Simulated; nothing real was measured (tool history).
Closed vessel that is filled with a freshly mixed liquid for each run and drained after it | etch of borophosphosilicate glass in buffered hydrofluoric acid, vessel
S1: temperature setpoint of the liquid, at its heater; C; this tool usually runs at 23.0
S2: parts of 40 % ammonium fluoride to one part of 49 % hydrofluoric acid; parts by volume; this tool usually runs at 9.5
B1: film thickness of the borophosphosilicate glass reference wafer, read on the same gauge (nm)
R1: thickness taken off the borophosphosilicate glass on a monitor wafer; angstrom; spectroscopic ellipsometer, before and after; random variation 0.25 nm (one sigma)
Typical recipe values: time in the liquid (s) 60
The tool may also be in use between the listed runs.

run 1 hour=0.0 | S1=21.0 S2=6.5 time_in_the_liquid_(s)=60 | B1=90.04 | R1=1068.3
run 2 hour=16.9 | S1=21.0 S2=6.5 time_in_the_liquid_(s)=60 | B1=90.02 | R1=1070.5
run 3 hour=39.5 | S1=23.0 S2=9.5 time_in_the_liquid_(s)=60 | B1=89.99 | R1=811.8
run 4 hour=57.2 | S1=23.0 S2=9.5 time_in_the_liquid_(s)=60 | B1=89.97 | R1=816.2
run 5 hour=92.3 | S1=23.0 S2=9.5 time_in_the_liquid_(s)=60 | B1=89.97 | R1=825.8
run 6 hour=185.4 | S1=23.0 S2=11.0 time_in_the_liquid_(s)=60 | B1=90.01 | R1=747.9
run 7 hour=215.9 | S1=23.0 S2=11.0 time_in_the_liquid_(s)=60 | B1=90.00 | R1=746.9
-- hour=220.3 thermometer replaced
run 8 hour=242.6 | S1=25.0 S2=7.0 time_in_the_liquid_(s)=95 | B1=89.97 | R1=1717.0
-- hour=264.0 gauge calibrated
run 9 hour=271.0 | S1=25.5 S2=13.0 time_in_the_liquid_(s)=60 | B1=89.99 | R1=618.5
-- hour=281.5 hydrofluoric acid flow meter replaced
run 10 hour=299.5 | S1=28.0 S2=7.5 time_in_the_liquid_(s)=60 | B1=90.00 | R1=1117.8
run 11 hour=327.0 | S1=23.0 S2=9.5 time_in_the_liquid_(s)=60 | B1=89.99 | R1=670.9
run 12 hour=352.8 | S1=26.0 S2=9.5 time_in_the_liquid_(s)=60 | B1=90.00 | R1=797.7
run 13 hour=381.9 | S1=27.5 S2=9.5 time_in_the_liquid_(s)=35 | B1=90.02 | R1=506.3
run 14 hour=406.6 | S1=23.0 S2=9.5 time_in_the_liquid_(s)=60 | B1=90.03 | R1=676.6

Predict each of these 3 candidate next runs independently; none follows another, all start after run 14:
run A hour=407.3 | S1=23.0 S2=9.5 time_in_the_liquid_(s)=60 | B1=? | R1=?
run B hour=407.3 | S1=28.0 S2=7.0 time_in_the_liquid_(s)=95 | B1=? | R1=?
run C hour=407.3 | S1=23.0 S2=6.5 time_in_the_liquid_(s)=60 | B1=? | R1=?

run=A B1=89.96 R1=678.5
run=B B1=89.96 R1=1917.6
run=C B1=89.96 R1=991.6
Stripped of hidden state, with their random variation kept, the same runs would have yielded:
run=A R1=657.9
run=B R1=1852.7
run=C R1=957.5

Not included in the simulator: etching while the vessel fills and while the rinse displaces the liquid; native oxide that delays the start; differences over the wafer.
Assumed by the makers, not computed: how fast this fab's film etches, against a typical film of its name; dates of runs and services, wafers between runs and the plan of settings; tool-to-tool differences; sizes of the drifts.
